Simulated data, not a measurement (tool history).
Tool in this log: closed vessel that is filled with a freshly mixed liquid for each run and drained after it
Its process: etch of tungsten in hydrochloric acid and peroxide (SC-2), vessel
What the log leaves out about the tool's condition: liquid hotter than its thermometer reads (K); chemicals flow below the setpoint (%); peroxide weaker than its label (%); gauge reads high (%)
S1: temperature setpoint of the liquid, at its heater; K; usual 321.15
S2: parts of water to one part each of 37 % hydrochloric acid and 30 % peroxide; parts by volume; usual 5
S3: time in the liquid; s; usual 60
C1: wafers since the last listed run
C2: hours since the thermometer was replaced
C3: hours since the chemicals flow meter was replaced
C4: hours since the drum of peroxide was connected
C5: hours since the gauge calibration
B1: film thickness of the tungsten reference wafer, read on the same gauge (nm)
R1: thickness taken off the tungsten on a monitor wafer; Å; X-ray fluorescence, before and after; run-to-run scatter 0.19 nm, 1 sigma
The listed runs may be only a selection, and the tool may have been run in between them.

| run | hour | S1 | S2 | S3 | C1 | C2 | C3 | C4 | C5 | B1 | R1 |
|---|---|---|---|---|---|---|---|---|---|---|---|
| 1 | 0 | 321.15 | 5 | 60 | 0 | 918.3 | 990.6 | 251 | 455.2 | 59.97 | 257.8 |
| 2 | 26.7 | 321.15 | 5 | 60 | 2684 | 945 | 1017.3 | 277.7 | 481.9 | 60 | 260.9 |
| 3 | 93.1 | 321.15 | 5 | 60 | 6675 | 1011.4 | 1083.7 | 344.1 | 548.3 | 60.02 | 259.6 |
| 4 | 148.5 | 321.15 | 5.5 | 75 | 5570 | 1066.8 | 1139.1 | 399.5 | 603.7 | 59.97 | 310.9 |
|  | 164.1 | new drum of peroxide connected |
| 5 | 212.9 | 321.15 | 5.5 | 75 | 6374 | 1131.2 | 1203.5 | 48.8 | 668.1 | 59.99 | 306.5 |
| 6 | 269.4 | 321.15 | 5.5 | 75 | 5680 | 1187.7 | 1260 | 105.3 | 724.6 | 60.03 | 308.2 |
| 7 | 324.8 | 321.15 | 6.5 | 60 | 5570 | 1243.1 | 1315.4 | 160.7 | 780 | 60.04 | 219.3 |
|  | 344.4 | thermometer replaced |
| 8 | 370.3 | 321.15 | 5 | 70 | 4474 | 25.9 | 1360.9 | 206.2 | 825.5 | 60.01 | 274.3 |
| 9 | 434.9 | 321.15 | 4 | 60 | 6495 | 90.5 | 1425.5 | 270.8 | 890.1 | 60 | 271.3 |
|  | 438.5 | chemicals flow meter replaced |
| 10 | 487.4 | 317.15 | 5 | 95 | 5177 | 143 | 48.9 | 323.3 | 942.6 | 60 | 285.1 |
|  | 495.2 | gauge calibrated |
| 11 | 541.1 | 323.65 | 4 | 70 | 5399 | 196.7 | 102.6 | 377 | 45.9 | 60.03 | 384.3 |
| 12 | 571.5 | 321.15 | 5 | 60 | 3056 | 227.1 | 133 | 407.4 | 76.3 | 60 | 239.1 |
|  | 616.8 | new drum of peroxide connected |
| 13 | 631 | 311.65 | 4 | 60 | 5881 | 286.6 | 192.5 | 14.2 | 135.8 | 59.99 | 143.1 |
| 14 | 688.7 | 321.15 | 5 | 35 | 5801 | 344.3 | 250.2 | 71.9 | 193.5 | 60.01 | 140.1 |
| 15 | 738.6 | 325.65 | 7 | 90 | 5017 | 394.2 | 300.1 | 121.8 | 243.4 | 60.01 | 385.7 |
| 16 | 792.1 | 317.65 | 6 | 80 | 5378 | 447.7 | 353.6 | 175.3 | 296.9 | 59.98 | 220.7 |
| 17 | 864.1 | 321.15 | 5 | 60 | 7239 | 519.7 | 425.6 | 247.3 | 368.9 | 60 | 246.7 |

Hidden state, per run?
chemicals flow below the setpoint (%): 0 at every run
peroxide weaker than its label (%): 0 at every run
gauge reads high (%): 0 at every run
H1: liquid hotter than its thermometer reads (K)
| run | H1 |
|---|---|
| 1 | 1.52 |
| 2 | 1.56 |
| 3 | 1.66 |
| 4 | 1.74 |
| 5 | 1.84 |
| 6 | 1.92 |
| 7 | 2.01 |
| 8 | 0.118 |
| 9 | 0.214 |
| 10 | 0.293 |
| 11 | 0.373 |
| 12 | 0.418 |
| 13 | 0.506 |
| 14 | 0.592 |
| 15 | 0.667 |
| 16 | 0.747 |
| 17 | 0.854 |

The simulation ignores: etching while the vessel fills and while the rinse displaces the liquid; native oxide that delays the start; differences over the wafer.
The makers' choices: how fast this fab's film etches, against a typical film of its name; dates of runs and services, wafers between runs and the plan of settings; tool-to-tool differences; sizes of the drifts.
